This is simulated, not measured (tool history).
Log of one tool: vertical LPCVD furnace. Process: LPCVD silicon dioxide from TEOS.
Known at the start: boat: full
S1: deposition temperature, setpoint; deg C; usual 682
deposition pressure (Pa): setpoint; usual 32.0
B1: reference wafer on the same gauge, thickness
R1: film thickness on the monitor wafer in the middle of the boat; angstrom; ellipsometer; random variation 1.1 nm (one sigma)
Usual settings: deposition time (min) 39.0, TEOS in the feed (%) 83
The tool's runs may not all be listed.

Run 1, hour 0.0: usual settings; B1 221.96. Result: R1 1969.4 angstrom.
Run 2, hour 57.6: usual settings; B1 221.88. Result: R1 1979.1 angstrom.
Run 3, hour 120.2: usual settings; B1 222.07. Result: R1 1971.8 angstrom.
Run 4, hour 191.7: usual settings but deposition pressure (Pa) 34.7; B1 221.94. Result: R1 2066.4 angstrom.
Run 5, hour 310.1: usual settings but deposition pressure (Pa) 34.7; B1 222.20. Result: R1 2086.7 angstrom.
Run 6, hour 365.2: usual settings but deposition pressure (Pa) 34.7; B1 221.88. Result: R1 2074.3 angstrom.
At hour 412.1: TEOS flow controller replaced.
Run 7, hour 412.6: usual settings but TEOS in the feed (%) 96; B1 222.27. Result: R1 2135.2 angstrom.
Run 8, hour 468.5: usual settings but TEOS in the feed (%) 96; B1 222.09. Result: R1 2134.1 angstrom.
Run 9, hour 495.3: usual settings but TEOS in the feed (%) 96; B1 221.91. Result: R1 2152.4 angstrom.
Run 10, hour 544.9: usual settings; B1 222.01. Result: R1 1987.8 angstrom.
Run 11, hour 573.9: usual settings but TEOS in the feed (%) 70; B1 221.92. Result: R1 1841.1 angstrom.
At hour 612.2: thermocouples replaced and temperature profile calibrated.
Run 12, hour 676.1: usual settings but TEOS in the feed (%) 70; B1 222.18. Result: R1 1931.7 angstrom.
Run 13, hour 710.7: usual settings but TEOS in the feed (%) 70; B1 222.07. Result: R1 1946.1 angstrom.
Run 14, hour 750.2: usual settings but deposition pressure (Pa) 30.0; B1 221.92. Result: R1 2046.1 angstrom.
At hour 791.5: gauge calibrated.
Run 15, hour 796.4: usual settings but TEOS in the feed (%) 96; B1 222.09. Result: R1 2271.4 angstrom.
Run 16, hour 866.8: usual settings; B1 222.15. Result: R1 2091.1 angstrom.
At hour 920.1: pressure gauge zeroed.
At hour 938.7: thermocouples replaced and temperature profile calibrated, repeated, since the last time left the tool worse.
Run 17, hour 939.2: usual settings but deposition pressure (Pa) 36.0, deposition time (min) 51.5; B1 222.05. Result: R1 2640.7 angstrom.
Run 18, hour 943.6: usual settings but deposition pressure (Pa) 28.7; B1 222.03. Result: R1 1768.7 angstrom.
Run 19, hour 1135.6: usual settings but TEOS in the feed (%) 96; B1 222.04. Result: R1 2010.2 angstrom.
Run 20, hour 1183.8: usual settings but S1 691 deg C, deposition pressure (Pa) 39.3, deposition time (min) 26.5, TEOS in the feed (%) 73; B1 221.72. Result: R1 1628.8 angstrom.
Run 21, hour 1208.7: usual settings but S1 690 deg C, deposition pressure (Pa) 28.0, deposition time (min) 47.0, TEOS in the feed (%) 91; B1 221.88. Result: R1 2672.4 angstrom.
Run 22, hour 1270.8: usual settings but deposition time (min) 24.0; B1 222.01. Result: R1 1159.7 angstrom.
Run 23, hour 1309.5: usual settings; B1 221.97. Result: R1 1876.5 angstrom.
Run 24, hour 1338.0: usual settings but deposition time (min) 25.0, TEOS in the feed (%) 89; B1 222.18. Result: R1 1237.8 angstrom.
Run 25, hour 1382.1: usual settings but deposition pressure (Pa) 35.3, TEOS in the feed (%) 71; B1 221.99. Result: R1 1828.1 angstrom.
Run 26, hour 1414.4: usual settings; B1 221.86. Result: R1 1854.9 angstrom.
Run 27, hour 1461.1: usual settings; B1 222.28. Result: R1 1869.3 angstrom.
Run 28, hour 1520.6: usual settings but TEOS in the feed (%) 97; B1 222.08. Result: R1 2042.2 angstrom.
Run 29, hour 1546.4: usual settings; B1 222.04. Result: R1 1884.3 angstrom.
Run 30, hour 1583.8: usual settings but TEOS in the feed (%) 90; B1 222.00. Result: R1 1961.8 angstrom.
Run 31, hour 1637.6: usual settings but S1 679 deg C; B1 221.95. Result: R1 1746.8 angstrom.

The tool's hidden state at each run:
true pressure minus gauge reading, mTorr: 0 in every run
deviation of the TEOS flow from its setpoint, %: 0 in every run
gauge reads high (%): 0 in every run
H1: true tube temperature minus thermocouple reading, K
run      H1
  1    2.59
  2    2.63
  3    2.66
  4    2.71
  5    2.78
  6    2.81
  7    2.84
  8    2.87
  9    2.89
 10    2.92
 11    2.93
 12    5.05
 13    5.07
 14    5.09
 15    5.12
 16    5.16
 17  0.0429
 18  0.0455
 19   0.159
 20   0.188
 21   0.203
 22    0.24
 23   0.263
 24    0.28
 25   0.306
 26   0.325
 27   0.353
 28   0.388
 29   0.403
 30   0.425
 31   0.457
